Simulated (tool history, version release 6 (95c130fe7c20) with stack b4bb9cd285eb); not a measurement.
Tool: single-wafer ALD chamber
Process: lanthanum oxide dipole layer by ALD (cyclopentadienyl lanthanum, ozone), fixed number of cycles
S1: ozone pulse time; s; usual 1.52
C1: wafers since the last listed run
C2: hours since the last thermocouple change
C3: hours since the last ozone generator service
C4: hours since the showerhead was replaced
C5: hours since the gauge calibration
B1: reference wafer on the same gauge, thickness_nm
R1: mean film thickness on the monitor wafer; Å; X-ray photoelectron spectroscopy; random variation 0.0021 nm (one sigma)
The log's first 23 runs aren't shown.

run    hour    S1    C1      C2     C3      C4      C5     B1    R1
 24   993.6  1.06   457   592.7  520.6   624.1   606.6  0.603  5.47
 25  1024.1  1.52   350   623.2  551.1   654.6   637.1  0.603  5.78
 26    1172  1.52  1701   771.1    699   802.5     785  0.603  5.75
 27  1210.1  1.52   438   809.2  737.1   840.6   823.1  0.603  5.78
 28  1249.8  1.52   456   848.9  776.8   880.3   862.8  0.603  5.77
 29  1316.3  0.92   765   915.4  843.3   946.8   929.3  0.603  5.38
 30  1341.2  1.14   286   940.3  868.2   971.7   954.2  0.603  5.55
     1386.7  -- ozone generator serviced
 31    1400  1.79   584   999.1   13.3  1030.5    1013  0.603  5.85
 32  1470.2  1.86   807  1069.3   83.5  1100.7  1083.2  0.603  5.83
 33  1509.8   1.8   455  1108.9  123.1  1140.3  1122.8  0.603  5.86

Forecast each of these 5 alternatives for the next run:
  A  1510.2  1.52   4  1109.3  123.5  1140.7  1123.2   ?   ?
  B  1510.2  1.32   4  1109.3  123.5  1140.7  1123.2   ?   ?
  C  1510.2     1   4  1109.3  123.5  1140.7  1123.2   ?   ?
  D  1510.2  2.05   4  1109.3  123.5  1140.7  1123.2   ?   ?
  E  1510.2  1.17   4  1109.3  123.5  1140.7  1123.2   ?   ?

run     B1    R1
  A  0.603  5.75
  B  0.603  5.66
  C  0.603  5.44
  D  0.603   5.9
  E  0.603  5.57
Without the tool's hidden state the same runs would have given:
run    R1
  A  5.75
  B  5.66
  C  5.44
  D   5.9
  E  5.57

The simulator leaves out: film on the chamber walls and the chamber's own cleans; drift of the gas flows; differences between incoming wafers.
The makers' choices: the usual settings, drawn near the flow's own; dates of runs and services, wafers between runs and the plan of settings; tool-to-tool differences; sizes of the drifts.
